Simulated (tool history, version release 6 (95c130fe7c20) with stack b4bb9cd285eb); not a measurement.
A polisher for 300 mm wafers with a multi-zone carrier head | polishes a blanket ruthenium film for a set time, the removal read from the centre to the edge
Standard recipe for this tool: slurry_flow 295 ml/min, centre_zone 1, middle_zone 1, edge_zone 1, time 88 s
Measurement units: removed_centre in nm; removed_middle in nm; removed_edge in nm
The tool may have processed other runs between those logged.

| run | day | slurry_flow | centre_zone | middle_zone | edge_zone | time | incoming thickness of the incoming film, nm | removed_centre | removed_middle | removed_edge |
|---|---|---|---|---|---|---|---|---|---|---|
| 1 | 0 | 295 | 1 | 1 | 1 | 64 | 433.5 | 45.5 | 47.3 | 45.6 |
| 2 | 2.108 | 295 | 1 | 1 | 1 | 64 | 426.1 | 45.3 | 47.9 | 45.2 |
| 3 | 3.733 | 295 | 1 | 1 | 0.94 | 88 | 436.8 | 62.9 | 65.6 | 61.7 |
| 4 | 8.729 | 295 | 1 | 1 | 0.94 | 88 | 425.1 | 63 | 65.9 | 60.5 |
|  | 9.933 | worn pad replaced by a new one |
| 5 | 9.954 | 295 | 1 | 1 | 0.94 | 88 | 429.9 | 62.7 | 65 | 60.2 |
| 6 | 12.429 | 295 | 1 | 1 | 1 | 88 | 430.7 | 62.6 | 65.6 | 61.6 |
| 7 | 15.308 | 295 | 1 | 1 | 1 | 88 | 423.2 | 63.1 | 65 | 62.3 |
| 8 | 17.742 | 295 | 1 | 1 | 1 | 88 | 429.6 | 62.9 | 65.3 | 63 |
|  | 18.604 | worn pad replaced by a new one |
| 9 | 19.2 | 295 | 1 | 1 | 1 | 113 | 434.7 | 80 | 84.5 | 78.4 |
| 10 | 20.929 | 295 | 1 | 1 | 1 | 88 | 422.1 | 62.6 | 65.8 | 63.1 |
|  | 21.5 | centre zone pressure recalibrated |
| 11 | 23.142 | 295 | 1 | 1.05 | 1 | 88 | 437 | 62.7 | 68.4 | 62.2 |
| 12 | 24.529 | 320 | 1.1 | 1.03 | 1 | 88 | 432.4 | 70.4 | 67.6 | 61.4 |
|  | 24.742 | edge zone pressure recalibrated |
| 13 | 27.217 | 390 | 1 | 1 | 0.88 | 61 | 437.7 | 44.1 | 46.2 | 40.9 |
|  | 28.246 | carrier head's membrane replaced by a new one |
| 14 | 28.788 | 295 | 1 | 1.04 | 1 | 88 | 422.9 | 62.6 | 67.7 | 62.5 |
|  | 29.388 | slurry nozzle cleaned |
|  | 29.762 | worn pad replaced by a new one |
| 15 | 30.888 | 295 | 1 | 0.9 | 0.92 | 102 | 433.6 | 73.1 | 70 | 69.7 |

Expected results for the next run?
| 16 | 32.604 | 295 | 1 | 1.06 | 1.07 | 78 | 425.6 | ? | ? | ? |

removed_centre: 56 nm
removed_middle: 61 nm
removed_edge: 57.4 nm
Were there no unlogged condition in the tool, this run, its random variation unchanged, would have produced removed_centre 56 nm, removed_middle 61 nm, removed_edge 57.4 nm.
